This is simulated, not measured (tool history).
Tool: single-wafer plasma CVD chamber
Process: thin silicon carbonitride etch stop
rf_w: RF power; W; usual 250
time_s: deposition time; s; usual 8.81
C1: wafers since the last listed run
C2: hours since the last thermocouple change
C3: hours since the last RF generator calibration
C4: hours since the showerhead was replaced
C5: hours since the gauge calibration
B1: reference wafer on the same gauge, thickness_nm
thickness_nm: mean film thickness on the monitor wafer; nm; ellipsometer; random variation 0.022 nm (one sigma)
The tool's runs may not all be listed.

run 1 hour=0.0 | rf_w=210 time_s=8.81 | C1=0 C2=1373.3 C3=137.3 C4=2716.2 C5=292.6 | B1=5.182 | thickness_nm=4.655
run 2 hour=70.8 | rf_w=250 time_s=8.81 | C1=2292 C2=1444.1 C3=208.1 C4=2787.0 C5=363.4 | B1=5.173 | thickness_nm=4.972
run 3 hour=131.6 | rf_w=250 time_s=8.81 | C1=1968 C2=1504.9 C3=268.9 C4=2847.8 C5=424.2 | B1=5.143 | thickness_nm=4.986
run 4 hour=171.0 | rf_w=250 time_s=9.68 | C1=1275 C2=1544.3 C3=308.3 C4=2887.2 C5=463.6 | B1=5.132 | thickness_nm=5.418
run 5 hour=195.9 | rf_w=250 time_s=9.68 | C1=806 C2=1569.2 C3=333.2 C4=2912.1 C5=488.5 | B1=5.149 | thickness_nm=5.409
run 6 hour=227.6 | rf_w=250 time_s=8.81 | C1=1026 C2=1600.9 C3=364.9 C4=2943.8 C5=520.2 | B1=5.121 | thickness_nm=4.926
run 7 hour=258.1 | rf_w=250 time_s=8.81 | C1=987 C2=1631.4 C3=395.4 C4=2974.3 C5=550.7 | B1=5.128 | thickness_nm=4.906
run 8 hour=295.2 | rf_w=250 time_s=8.81 | C1=1201 C2=1668.5 C3=432.5 C4=3011.4 C5=587.8 | B1=5.116 | thickness_nm=4.927
run 9 hour=329.2 | rf_w=235 time_s=8.81 | C1=1101 C2=1702.5 C3=466.5 C4=3045.4 C5=621.8 | B1=5.108 | thickness_nm=4.807
run 10 hour=389.7 | rf_w=235 time_s=8.81 | C1=1959 C2=1763.0 C3=527.0 C4=3105.9 C5=682.3 | B1=5.097 | thickness_nm=4.745
run 11 hour=458.6 | rf_w=235 time_s=8.81 | C1=2231 C2=1831.9 C3=595.9 C4=3174.8 C5=751.2 | B1=5.076 | thickness_nm=4.754
-- hour=474.8 gauge calibrated
-- hour=496.4 thermocouple changed; heater temperature recalibrated
run 12 hour=503.3 | rf_w=250 time_s=8.81 | C1=1188 C2=6.9 C3=640.6 C4=3219.5 C5=28.5 | B1=5.253 | thickness_nm=5.074
-- hour=526.2 showerhead replaced
run 13 hour=540.9 | rf_w=250 time_s=10.08 | C1=958 C2=44.5 C3=678.2 C4=14.7 C5=66.1 | B1=5.248 | thickness_nm=5.778
run 14 hour=592.1 | rf_w=265 time_s=8.36 | C1=1657 C2=95.7 C3=729.4 C4=65.9 C5=117.3 | B1=5.235 | thickness_nm=4.896
run 15 hour=630.8 | rf_w=265 time_s=10.15 | C1=1253 C2=134.4 C3=768.1 C4=104.6 C5=156.0 | B1=5.231 | thickness_nm=5.890
-- hour=685.9 RF generator calibrated
run 16 hour=686.4 | rf_w=235 time_s=8.34 | C1=1541 C2=190.0 C3=0.5 C4=160.2 C5=211.6 | B1=5.219 | thickness_nm=4.639
run 17 hour=736.8 | rf_w=250 time_s=10.05 | C1=1632 C2=240.4 C3=50.9 C4=210.6 C5=262.0 | B1=5.197 | thickness_nm=5.696
run 18 hour=762.6 | rf_w=250 time_s=8.81 | C1=835 C2=266.2 C3=76.7 C4=236.4 C5=287.8 | B1=5.197 | thickness_nm=4.946
run 19 hour=826.0 | rf_w=200 time_s=9.30 | C1=2053 C2=329.6 C3=140.1 C4=299.8 C5=351.2 | B1=5.185 | thickness_nm=4.773
run 20 hour=880.4 | rf_w=250 time_s=8.81 | C1=1761 C2=384.0 C3=194.5 C4=354.2 C5=405.6 | B1=5.170 | thickness_nm=4.999
run 21 hour=933.6 | rf_w=250 time_s=9.68 | C1=1722 C2=437.2 C3=247.7 C4=407.4 C5=458.8 | B1=5.165 | thickness_nm=5.413
run 22 hour=978.9 | rf_w=270 time_s=8.81 | C1=1466 C2=482.5 C3=293.0 C4=452.7 C5=504.1 | B1=5.156 | thickness_nm=5.119

How the hidden state differs across the entries between the runs, from the last listed run before each to the first after it:
Between runs 11 and 12: gauge calibrated (hour 474.8); thermocouple changed; heater temperature recalibrated (hour 496.4)
  gauge reads high (%): -2.69 -> 0.621
  measured less the result without the state, thickness_nm: -0.132 -> +0.031 nm
Between runs 12 and 13: showerhead replaced (hour 526.2)
  gauge reads high (%): 0.621 -> 0.471
  measured less the result without the state, thickness_nm: +0.031 -> +0.027 nm
Between runs 15 and 16: RF generator calibrated (hour 685.9)
  gauge reads high (%): 0.111 -> -0.111
  measured less the result without the state, thickness_nm: +0.007 -> -0.005 nm

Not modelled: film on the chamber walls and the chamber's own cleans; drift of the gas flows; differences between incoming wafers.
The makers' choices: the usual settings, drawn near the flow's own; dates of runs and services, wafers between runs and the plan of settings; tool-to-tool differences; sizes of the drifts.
